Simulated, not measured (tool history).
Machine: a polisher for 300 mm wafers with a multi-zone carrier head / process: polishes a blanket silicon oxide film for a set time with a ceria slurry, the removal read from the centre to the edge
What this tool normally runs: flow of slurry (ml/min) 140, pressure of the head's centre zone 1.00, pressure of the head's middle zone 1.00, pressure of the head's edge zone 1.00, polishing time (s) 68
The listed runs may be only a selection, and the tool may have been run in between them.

run,hour,flow of slurry (ml/min),pressure of the head's centre zone,pressure of the head's middle zone,pressure of the head's edge zone,polishing time (s),"incoming thickness of the incoming film, nm",film removed at the wafer's centre (Å),film removed at mid-radius (Å),film removed at the wafer's edge (Å)
1,0.0,140,1.00,1.00,1.00,68,930.3,1544,1712,1771
2,30.4,140,1.00,1.00,1.00,68,937.3,1553,1707,1775
3,45.6,140,1.04,0.90,1.06,85,931.4,2023,1960,2284
4,68.4,140,1.00,1.12,0.94,68,958.0,1544,1891,1720
5,90.8,110,1.00,1.04,1.10,60,934.5,1277,1486,1556
# hour 97.6: centre zone pressure recalibrated
6,114.6,100,1.00,1.00,1.00,68,943.1,1564,1551,1637
# hour 139.8: carrier head's membrane replaced by a new one
7,140.3,140,1.00,1.00,1.00,68,938.8,1713,1718,1732
8,162.6,190,1.04,1.00,0.97,68,926.3,1878,1761,1759
9,186.4,140,1.00,1.00,1.00,68,943.6,1667,1701,1709
# hour 212.1: worn pad replaced by a new one
10,222.1,140,1.00,1.00,1.00,68,933.3,1686,1770,1760
11,239.5,140,1.00,0.91,1.00,68,944.0,1679,1612,1797
12,271.1,140,1.10,0.95,1.05,57,940.8,1561,1368,1523
# hour 298.4: slurry nozzle cleaned
13,303.6,185,1.00,1.00,1.00,68,948.0,1744,1803,1824
14,337.9,125,1.10,0.93,1.00,68,940.3,1770,1603,1701
15,371.7,140,0.89,1.00,1.00,68,937.4,1452,1672,1762
16,388.4,140,1.00,1.00,1.00,68,952.2,1617,1683,1714
17,419.8,140,1.07,1.10,1.06,89,926.0,2256,2380,2291
18,433.4,140,1.00,1.00,1.00,68,942.5,1604,1695,1717
19,463.3,120,1.08,1.00,1.00,52,945.7,1235,1228,1271
20,493.0,140,1.00,1.00,1.00,68,954.7,1539,1624,1679
# hour 506.8: worn pad replaced by a new one
21,512.8,140,1.07,1.00,1.00,68,926.0,1754,1732,1782
22,543.9,140,0.93,1.11,1.00,68,954.4,1499,1862,1771
23,564.8,140,1.00,0.91,1.08,60,929.3,1439,1461,1623

The tool's hidden state at each run:
slurry flow missing at the pad, %: 0 at every run
deviation of the edge zone's pressure from its setpoint, %: 0 at every run
H1: removal rate lost through wear of the pad, %
H2: deviation of the centre zone's pressure from its setpoint, %
run,H1,H2
1,0.334,-10.7
2,0.649,-10.8
3,0.854,-10.8
4,1.22,-10.9
5,1.65,-10.9
6,2.18,-0.322
7,2.84,-0.931
8,3.48,-1.43
9,4.24,-1.93
10,0.702,-2.63
11,0.747,-2.95
12,0.932,-3.5
13,1.26,-4.02
14,1.77,-4.52
15,2.43,-4.98
16,2.81,-5.19
17,3.62,-5.57
18,4.02,-5.72
19,4.98,-6.04
20,6.05,-6.34
21,0.101,-6.53
22,0.192,-6.8
23,0.327,-6.98
